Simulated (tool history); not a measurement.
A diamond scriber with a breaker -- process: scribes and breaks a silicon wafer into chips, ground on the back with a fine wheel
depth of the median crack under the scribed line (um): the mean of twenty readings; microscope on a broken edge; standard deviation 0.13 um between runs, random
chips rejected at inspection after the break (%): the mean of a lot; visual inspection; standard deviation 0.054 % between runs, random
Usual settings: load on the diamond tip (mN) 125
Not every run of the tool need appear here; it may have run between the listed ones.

run     day  load on the diamond tip (mN)  wafers since the last listed run  hours since the diamond tip was replaced  hours since the load on the tip was calibrated  incoming depth of the damage left on the back of the incoming wafer, um  depth of the median crack under the scribed line (um)  chips rejected at inspection after the break (%)
  1       0                           108                                 0                                     747.7                                          1010.9                                                                     2.07                                                   9.35                                              3.84
  2   0.921                           108                                66                                     769.8                                            1033                                                                     1.72                                                   9.36                                              3.42
  3   1.758                           108                                60                                     789.9                                          1053.1                                                                     2.01                                                   9.41                                               3.9
  4   2.279                           125                                37                                     802.4                                          1065.6                                                                     2.12                                                  10.24                                              2.05
  5   2.971                           125                                50                                       819                                          1082.2                                                                     2.44                                                  10.11                                               2.6
  6   3.838                           125                                62                                     839.8                                            1103                                                                      2.4                                                   9.99                                              2.62
  7   4.342                           125                                36                                     851.9                                          1115.1                                                                     2.69                                                   9.79                                              3.17
  8   5.646                            95                                94                                     883.2                                          1146.4                                                                     1.53                                                   8.44                                              6.05
  9   6.196                            95                                39                                     896.4                                          1159.6                                                                     1.53                                                   8.34                                              6.03
 10    6.75                            95                                40                                     909.7                                          1172.9                                                                     2.46                                                   8.65                                              8.18
 11   7.283                           148                                38                                     922.5                                          1185.7                                                                     1.53                                                  10.84                                              0.96
 12   8.488                           138                                87                                     951.4                                          1214.6                                                                     2.99                                                  10.35                                              2.93
 13   9.625                           138                                82                                     978.7                                          1241.9                                                                     1.55                                                  10.48                                              1.15
 14  10.454                           138                                60                                     998.6                                          1261.8                                                                     1.74                                                  10.16                                              1.34
     10.962  -- diamond tip replaced by a new one
 15  11.117                           125                                42                                       3.7                                          1277.7                                                                     2.18                                                  10.89                                              1.36
 16  12.492                            95                                99                                      36.7                                          1310.7                                                                     2.98                                                   9.24                                              5.48
 17  13.358                           135                                62                                      57.5                                          1331.5                                                                     1.98                                                  11.23                                              1.32
 18  14.575                           125                                88                                      86.7                                          1360.7                                                                     2.85                                                  10.84                                              2.29
 19  15.108                           125                                38                                      99.5                                          1373.5                                                                     2.17                                                  10.92                                              1.48
 20  16.367                           156                                91                                     129.7                                          1403.7                                                                      2.1                                                  12.09                                              2.07
 21  17.329                           159                                69                                     152.8                                          1426.8                                                                     2.72                                                  12.28                                              2.58
 22  18.342                            99                                73                                     177.1                                          1451.1                                                                     1.88                                                   9.48                                              3.38
     18.821  -- load on the tip recalibrated
 23  19.492                           125                                77                                     204.7                                            16.1                                                                     2.38                                                  10.53                                              1.73
 24  20.421                            97                                67                                       227                                            38.4                                                                     1.59                                                   9.28                                              3.54
 25  21.112                           160                                50                                     243.6                                              55                                                                     1.65                                                  12.42                                                 2
 26  22.158                            91                                75                                     268.7                                            80.1                                                                     1.71                                                   8.92                                              5.08
 27  23.642                           125                               107                                     304.3                                           115.7                                                                     1.51                                                  10.56                                              1.12
 28  24.504                           107                                62                                       325                                           136.4                                                                     2.09                                                   9.89                                              2.75
 29  27.675                           111                               230                                     401.1                                           212.5                                                                     2.99                                                    9.8                                              4.16

For each run, the measured value with the value that run would have given without the tool's hidden condition subtracted. The run-to-run variation is shared by both, the gauge scatter possibly not:
Hidden conditions of the tool in this case: share of the diamond tip's cutting effectiveness lost through wear, %; deviation of the load on the tip from its setpoint, %.
run  depth of the median crack under the scribed line (um)  chips rejected at inspection after the break (%)
  1                                                  -0.83                                             +1.85
  2                                                  -0.85                                             +1.79
  3                                                  -0.88                                             +1.96
  4                                                  -0.97                                             +0.78
  5                                                  -0.97                                             +0.94
  6                                                  -0.98                                             +0.98
  7                                                  -0.98                                             +1.14
  8                                                  -0.87                                             +3.13
  9                                                  -0.87                                             +3.15
 10                                                  -0.92                                             +3.83
 11                                                  -1.17                                              -0.7
 12                                                  -1.15                                             +0.48
 13                                                   -1.2                                             +0.02
 14                                                  -1.19                                             +0.07
 15                                                  -0.13                                             +0.04
 16                                                  -0.13                                             +0.44
 17                                                  -0.19                                             -0.07
 18                                                  -0.21                                             +0.11
 19                                                  -0.22                                             +0.07
 20                                                  -0.28                                              -0.4
 21                                                  -0.31                                             -0.41
 22                                                  -0.26                                             +0.67
 23                                                  -0.32                                             +0.15
 24                                                   -0.3                                             +0.83
 25                                                  -0.42                                             -0.69
 26                                                  -0.33                                             +1.18
 27                                                  -0.43                                             +0.15
 28                                                  -0.42                                             +0.75
 29                                                  -0.48                                             +0.99
